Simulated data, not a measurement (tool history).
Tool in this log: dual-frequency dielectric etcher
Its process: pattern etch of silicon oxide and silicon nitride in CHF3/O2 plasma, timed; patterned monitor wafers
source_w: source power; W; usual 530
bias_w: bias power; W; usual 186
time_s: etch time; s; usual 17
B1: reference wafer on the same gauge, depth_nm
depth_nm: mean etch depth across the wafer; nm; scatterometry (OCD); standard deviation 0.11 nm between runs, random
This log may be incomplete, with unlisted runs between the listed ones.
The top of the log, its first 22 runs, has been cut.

Run 23, hour 366.6: usual settings but bias_w 219 W, time_s 14 s; B1 24.54. Result: depth_nm 19.44 nm.
Run 24, hour 374.1: usual settings but source_w 450 W, bias_w 210 W, time_s 12 s; B1 24.54. Result: depth_nm 15.83 nm.
Run 25, hour 382.9: usual settings but source_w 600 W, bias_w 207 W, time_s 21 s; B1 24.52. Result: depth_nm 29.74 nm.
Run 26, hour 391.9: usual settings but source_w 590 W; B1 24.52. Result: depth_nm 23.26 nm.
Run 27, hour 401.3: usual settings; B1 24.52. Result: depth_nm 22.82 nm.
Run 28, hour 410.5: usual settings but bias_w 202 W, time_s 15.5 s; B1 24.45. Result: depth_nm 21.13 nm.
Run 29, hour 422.8: usual settings but source_w 570 W, bias_w 172 W, time_s 20 s; B1 24.48. Result: depth_nm 26.84 nm.
Run 30, hour 433.2: usual settings but source_w 430 W, time_s 21.5 s; B1 24.46. Result: depth_nm 27.31 nm.

4 ways to go on from here, each from the tool as it stands after run 30. What would each give?
Run A, hour 433.6: usual settings; B1 ?. Result: depth_nm ?.
Run B, hour 433.6: usual settings but time_s 20.5 s; B1 ?. Result: depth_nm ?.
Run C, hour 433.6: usual settings but source_w 410 W, bias_w 149 W, time_s 14.5 s; B1 ?. Result: depth_nm ?.
Run D, hour 433.6: usual settings but source_w 450 W, bias_w 172 W, time_s 21 s; B1 ?. Result: depth_nm ?.

run     B1  depth_nm
  A  24.53      22.5
  B  24.53     27.13
  C  24.53     16.95
  D  24.53     26.05
Stripped of hidden state, with their random variation kept, the same runs would have yielded:
run  depth_nm
  A      22.5
  B     27.13
  C     16.95
  D     26.05
